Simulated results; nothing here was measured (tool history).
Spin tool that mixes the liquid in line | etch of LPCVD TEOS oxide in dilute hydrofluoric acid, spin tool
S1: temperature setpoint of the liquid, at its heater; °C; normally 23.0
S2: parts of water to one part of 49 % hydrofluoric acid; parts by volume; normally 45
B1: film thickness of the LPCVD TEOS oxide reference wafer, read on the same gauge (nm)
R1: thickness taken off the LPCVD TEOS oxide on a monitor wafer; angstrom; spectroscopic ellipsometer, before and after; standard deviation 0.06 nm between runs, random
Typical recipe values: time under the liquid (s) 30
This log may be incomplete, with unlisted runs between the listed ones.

run 1 hour=0.0 | S1=23.0 S2=45 time_under_the_liquid_(s)=30 | B1=59.98 | R1=132.1
run 2 hour=99.2 | S1=23.0 S2=50 time_under_the_liquid_(s)=30 | B1=59.97 | R1=117.7
run 3 hour=178.0 | S1=23.0 S2=45 time_under_the_liquid_(s)=30 | B1=60.03 | R1=131.1
run 4 hour=245.6 | S1=23.0 S2=45 time_under_the_liquid_(s)=30 | B1=60.00 | R1=132.2
run 5 hour=314.4 | S1=25.5 S2=45 time_under_the_liquid_(s)=30 | B1=60.02 | R1=147.2
run 6 hour=357.6 | S1=25.5 S2=45 time_under_the_liquid_(s)=30 | B1=60.01 | R1=146.8
run 7 hour=432.1 | S1=23.0 S2=45 time_under_the_liquid_(s)=30 | B1=60.05 | R1=132.2
run 8 hour=477.6 | S1=23.0 S2=45 time_under_the_liquid_(s)=25 | B1=60.00 | R1=109.4
-- hour=495.5 thermometer replaced
run 9 hour=525.8 | S1=23.0 S2=45 time_under_the_liquid_(s)=30 | B1=60.04 | R1=136.8
run 10 hour=608.2 | S1=23.0 S2=45 time_under_the_liquid_(s)=30 | B1=60.01 | R1=137.6
-- hour=692.5 gauge calibrated
run 11 hour=702.1 | S1=23.0 S2=45 time_under_the_liquid_(s)=30 | B1=59.99 | R1=137.2
run 12 hour=801.9 | S1=23.0 S2=45 time_under_the_liquid_(s)=30 | B1=60.00 | R1=138.2
run 13 hour=1082.2 | S1=23.0 S2=45 time_under_the_liquid_(s)=20 | B1=60.00 | R1=92.8
run 14 hour=1143.3 | S1=23.0 S2=45 time_under_the_liquid_(s)=30 | B1=60.00 | R1=137.7
run 15 hour=1247.8 | S1=23.0 S2=45 time_under_the_liquid_(s)=30 | B1=59.98 | R1=139.0
run 16 hour=1318.8 | S1=26.5 S2=50 time_under_the_liquid_(s)=20 | B1=60.03 | R1=95.0
run 17 hour=1377.6 | S1=26.5 S2=40 time_under_the_liquid_(s)=40 | B1=59.99 | R1=242.4
-- hour=1391.6 hydrofluoric acid flow meter replaced
run 18 hour=1476.6 | S1=24.5 S2=45 time_under_the_liquid_(s)=30 | B1=60.00 | R1=140.6
run 19 hour=1562.6 | S1=23.0 S2=30 time_under_the_liquid_(s)=45 | B1=60.02 | R1=301.2
run 20 hour=1608.0 | S1=23.0 S2=45 time_under_the_liquid_(s)=30 | B1=59.99 | R1=133.0
run 21 hour=1679.1 | S1=24.5 S2=30 time_under_the_liquid_(s)=30 | B1=60.02 | R1=215.1
run 22 hour=1770.1 | S1=23.0 S2=45 time_under_the_liquid_(s)=30 | B1=59.99 | R1=133.0
run 23 hour=1849.7 | S1=23.0 S2=45 time_under_the_liquid_(s)=35 | B1=59.99 | R1=155.1
run 24 hour=1896.7 | S1=23.0 S2=45 time_under_the_liquid_(s)=30 | B1=59.98 | R1=132.1
run 25 hour=1953.1 | S1=23.0 S2=45 time_under_the_liquid_(s)=30 | B1=59.97 | R1=132.1
run 26 hour=2044.8 | S1=23.0 S2=45 time_under_the_liquid_(s)=30 | B1=60.05 | R1=132.7
run 27 hour=2088.7 | S1=23.0 S2=55 time_under_the_liquid_(s)=30 | B1=59.96 | R1=107.4
run 28 hour=2133.9 | S1=23.0 S2=45 time_under_the_liquid_(s)=30 | B1=60.03 | R1=133.4
run 29 hour=2312.0 | S1=25.0 S2=30 time_under_the_liquid_(s)=40 | B1=60.02 | R1=295.3
run 30 hour=2349.5 | S1=19.5 S2=30 time_under_the_liquid_(s)=30 | B1=60.00 | R1=175.0
run 31 hour=2434.9 | S1=18.5 S2=45 time_under_the_liquid_(s)=30 | B1=59.98 | R1=110.0
run 32 hour=2502.2 | S1=21.5 S2=35 time_under_the_liquid_(s)=40 | B1=59.99 | R1=216.1

Below are 5 alternative next runs, each starting from the tool's condition after run 32. Predict each:
run A hour=2502.6 | S1=19.0 S2=45 time_under_the_liquid_(s)=30 | B1=? | R1=?
run B hour=2502.6 | S1=21.0 S2=50 time_under_the_liquid_(s)=45 | B1=? | R1=?
run C hour=2502.6 | S1=20.5 S2=45 time_under_the_liquid_(s)=30 | B1=? | R1=?
run D hour=2502.6 | S1=26.0 S2=35 time_under_the_liquid_(s)=45 | B1=? | R1=?
run E hour=2502.6 | S1=23.0 S2=65 time_under_the_liquid_(s)=20 | B1=? | R1=?

run=A B1=60.00 R1=112.5
run=B B1=60.00 R1=164.5
run=C B1=60.00 R1=120.0
run=D B1=60.00 R1=295.2
run=E B1=60.00 R1=60.1
What these runs would have given with no unlogged condition in the tool:
run=A R1=112.4
run=B R1=164.3
run=C R1=119.9
run=D R1=294.6
run=E R1=59.9
